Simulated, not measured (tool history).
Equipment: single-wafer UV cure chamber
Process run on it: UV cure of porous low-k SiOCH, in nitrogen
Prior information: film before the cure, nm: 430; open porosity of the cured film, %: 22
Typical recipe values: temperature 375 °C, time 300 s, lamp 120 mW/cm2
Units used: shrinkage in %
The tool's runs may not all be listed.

{"run": 1, "hour": 0.0, "temperature": 375, "time": 300, "lamp": 120, "shrinkage": 12.707}
{"run": 2, "hour": 10.3, "temperature": 375, "time": 400, "lamp": 120, "shrinkage": 14.086}
{"run": 3, "hour": 26.0, "temperature": 375, "time": 400, "lamp": 120, "shrinkage": 14.189}
{"run": 4, "hour": 36.6, "temperature": 375, "time": 400, "lamp": 120, "shrinkage": 14.134}
{"run": 5, "hour": 48.3, "temperature": 375, "time": 300, "lamp": 146, "shrinkage": 13.778}
{"run": 6, "hour": 66.1, "temperature": 375, "time": 300, "lamp": 146, "shrinkage": 14.508}
{"run": 7, "hour": 77.2, "temperature": 375, "time": 300, "lamp": 120, "shrinkage": 13.688}
{"run": 8, "hour": 88.5, "temperature": 387, "time": 405, "lamp": 152, "shrinkage": 16.603}
{"run": 9, "hour": 104.5, "temperature": 375, "time": 205, "lamp": 93, "shrinkage": 10.513}
{"run": 10, "hour": 114.5, "temperature": 364, "time": 240, "lamp": 144, "shrinkage": 13.123}
{"run": 11, "hour": 126.6, "temperature": 360, "time": 300, "lamp": 120, "shrinkage": 13.379}
{"run": 12, "hour": 135.1, "temperature": 364, "time": 160, "lamp": 120, "shrinkage": 10.356}
{"run": 13, "hour": 145.5, "temperature": 360, "time": 300, "lamp": 120, "shrinkage": 13.294}
{"run": 14, "hour": 156.4, "temperature": 375, "time": 440, "lamp": 120, "shrinkage": 15.41}

Taken out of this log: 2 entries between the listed runs. Where each belongs, and how the hidden state differs across it:
From run 5 to run 6: quartz window cleaned (hour 62.6)
  transmission lost against a clean window, %: 19.9 -> 1
  difference, measured minus the result without the unlogged condition, shrinkage: -1.117 -> -0.050 %
From run 6 to run 7: UV bulbs replaced (hour 75.6)
  transmission lost against a clean window, %: 1 -> 1.51
  difference, measured minus the result without the unlogged condition, shrinkage: -0.050 -> -0.076 %
